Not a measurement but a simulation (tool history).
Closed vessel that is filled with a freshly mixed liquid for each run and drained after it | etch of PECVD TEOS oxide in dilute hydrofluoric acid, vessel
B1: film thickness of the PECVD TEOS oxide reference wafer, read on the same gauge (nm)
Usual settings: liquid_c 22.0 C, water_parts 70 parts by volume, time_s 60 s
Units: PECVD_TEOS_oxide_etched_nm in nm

{"run": 1, "day": 0.0, "liquid_c": 22.0, "water_parts": 70, "time_s": 60, "B1": 60.0, "PECVD_TEOS_oxide_etched_nm": 16.59}
{"run": 2, "day": 3.683, "liquid_c": 22.0, "water_parts": 70, "time_s": 60, "B1": 60.0, "PECVD_TEOS_oxide_etched_nm": 16.51}
{"run": 3, "day": 4.888, "liquid_c": 22.0, "water_parts": 70, "time_s": 60, "B1": 60.02, "PECVD_TEOS_oxide_etched_nm": 16.51}
{"run": 4, "day": 6.192, "liquid_c": 22.0, "water_parts": 95, "time_s": 60, "B1": 59.97, "PECVD_TEOS_oxide_etched_nm": 11.69}
{"run": 5, "day": 7.4, "liquid_c": 22.0, "water_parts": 70, "time_s": 60, "B1": 60.01, "PECVD_TEOS_oxide_etched_nm": 16.33}
{"run": 6, "day": 8.242, "liquid_c": 22.0, "water_parts": 70, "time_s": 60, "B1": 60.02, "PECVD_TEOS_oxide_etched_nm": 16.46}
{"run": 7, "day": 9.204, "liquid_c": 22.0, "water_parts": 70, "time_s": 60, "B1": 60.03, "PECVD_TEOS_oxide_etched_nm": 16.54}
{"run": 8, "day": 9.825, "liquid_c": 20.0, "water_parts": 70, "time_s": 60, "B1": 59.99, "PECVD_TEOS_oxide_etched_nm": 14.98}
{"day": 12.854, "done": "gauge calibrated"}
{"day": 13.562, "done": "thermometer replaced"}
{"run": 9, "day": 14.079, "liquid_c": 20.0, "water_parts": 70, "time_s": 60, "B1": 60.04, "PECVD_TEOS_oxide_etched_nm": 15.39}
{"run": 10, "day": 14.825, "liquid_c": 22.0, "water_parts": 70, "time_s": 60, "B1": 59.99, "PECVD_TEOS_oxide_etched_nm": 16.8}
{"run": 11, "day": 17.083, "liquid_c": 22.0, "water_parts": 70, "time_s": 60, "B1": 59.99, "PECVD_TEOS_oxide_etched_nm": 16.76}
{"run": 12, "day": 18.1, "liquid_c": 19.0, "water_parts": 70, "time_s": 35, "B1": 60.0, "PECVD_TEOS_oxide_etched_nm": 8.61}
{"run": 13, "day": 19.138, "liquid_c": 19.0, "water_parts": 70, "time_s": 35, "B1": 59.97, "PECVD_TEOS_oxide_etched_nm": 8.71}
{"run": 14, "day": 19.867, "liquid_c": 19.0, "water_parts": 70, "time_s": 35, "B1": 60.02, "PECVD_TEOS_oxide_etched_nm": 8.69}
{"run": 15, "day": 20.854, "liquid_c": 22.0, "water_parts": 80, "time_s": 60, "B1": 59.98, "PECVD_TEOS_oxide_etched_nm": 14.5}
{"day": 20.967, "done": "hydrofluoric acid flow meter replaced"}
{"run": 16, "day": 22.221, "liquid_c": 22.0, "water_parts": 70, "time_s": 60, "B1": 60.05, "PECVD_TEOS_oxide_etched_nm": 16.76}
{"run": 17, "day": 23.267, "liquid_c": 27.0, "water_parts": 60, "time_s": 60, "B1": 60.02, "PECVD_TEOS_oxide_etched_nm": 24.26}
{"run": 18, "day": 24.438, "liquid_c": 22.0, "water_parts": 70, "time_s": 60, "B1": 60.0, "PECVD_TEOS_oxide_etched_nm": 16.78}
{"run": 19, "day": 24.958, "liquid_c": 22.0, "water_parts": 55, "time_s": 60, "B1": 60.01, "PECVD_TEOS_oxide_etched_nm": 21.53}
{"run": 20, "day": 26.433, "liquid_c": 22.0, "water_parts": 80, "time_s": 40, "B1": 59.99, "PECVD_TEOS_oxide_etched_nm": 9.59}
{"run": 21, "day": 27.246, "liquid_c": 18.5, "water_parts": 70, "time_s": 60, "B1": 60.0, "PECVD_TEOS_oxide_etched_nm": 14.38}
{"run": 22, "day": 27.829, "liquid_c": 22.0, "water_parts": 70, "time_s": 75, "B1": 60.03, "PECVD_TEOS_oxide_etched_nm": 20.81}
{"run": 23, "day": 29.271, "liquid_c": 22.0, "water_parts": 70, "time_s": 60, "B1": 59.98, "PECVD_TEOS_oxide_etched_nm": 16.64}
{"run": 24, "day": 30.046, "liquid_c": 22.0, "water_parts": 70, "time_s": 60, "B1": 60.0, "PECVD_TEOS_oxide_etched_nm": 16.61}
{"run": 25, "day": 30.646, "liquid_c": 22.0, "water_parts": 70, "time_s": 85, "B1": 59.99, "PECVD_TEOS_oxide_etched_nm": 23.65}
{"run": 26, "day": 31.95, "liquid_c": 24.0, "water_parts": 45, "time_s": 60, "B1": 60.01, "PECVD_TEOS_oxide_etched_nm": 29.08}
{"run": 27, "day": 33.404, "liquid_c": 23.5, "water_parts": 50, "time_s": 60, "B1": 60.03, "PECVD_TEOS_oxide_etched_nm": 25.35}
{"run": 28, "day": 34.058, "liquid_c": 22.0, "water_parts": 70, "time_s": 60, "B1": 60.03, "PECVD_TEOS_oxide_etched_nm": 16.46}

Forecast each of these 4 alternatives for the next run:
{"run": "A", "day": 34.088, "liquid_c": 22.0, "water_parts": 50, "time_s": 60, "B1": "?", "PECVD_TEOS_oxide_etched_nm": "?"}
{"run": "B", "day": 34.088, "liquid_c": 17.5, "water_parts": 70, "time_s": 60, "B1": "?", "PECVD_TEOS_oxide_etched_nm": "?"}
{"run": "C", "day": 34.088, "liquid_c": 19.5, "water_parts": 70, "time_s": 80, "B1": "?", "PECVD_TEOS_oxide_etched_nm": "?"}
{"run": "D", "day": 34.088, "liquid_c": 17.5, "water_parts": 45, "time_s": 30, "B1": "?", "PECVD_TEOS_oxide_etched_nm": "?"}

run=A B1=59.98 PECVD_TEOS_oxide_etched_nm=23.86
run=B B1=59.98 PECVD_TEOS_oxide_etched_nm=13.76
run=C B1=59.98 PECVD_TEOS_oxide_etched_nm=19.97
run=D B1=59.98 PECVD_TEOS_oxide_etched_nm=11.00
Without the tool's hidden state the same runs would have given:
run=A PECVD_TEOS_oxide_etched_nm=24.38
run=B PECVD_TEOS_oxide_etched_nm=14.06
run=C PECVD_TEOS_oxide_etched_nm=20.41
run=D PECVD_TEOS_oxide_etched_nm=11.25
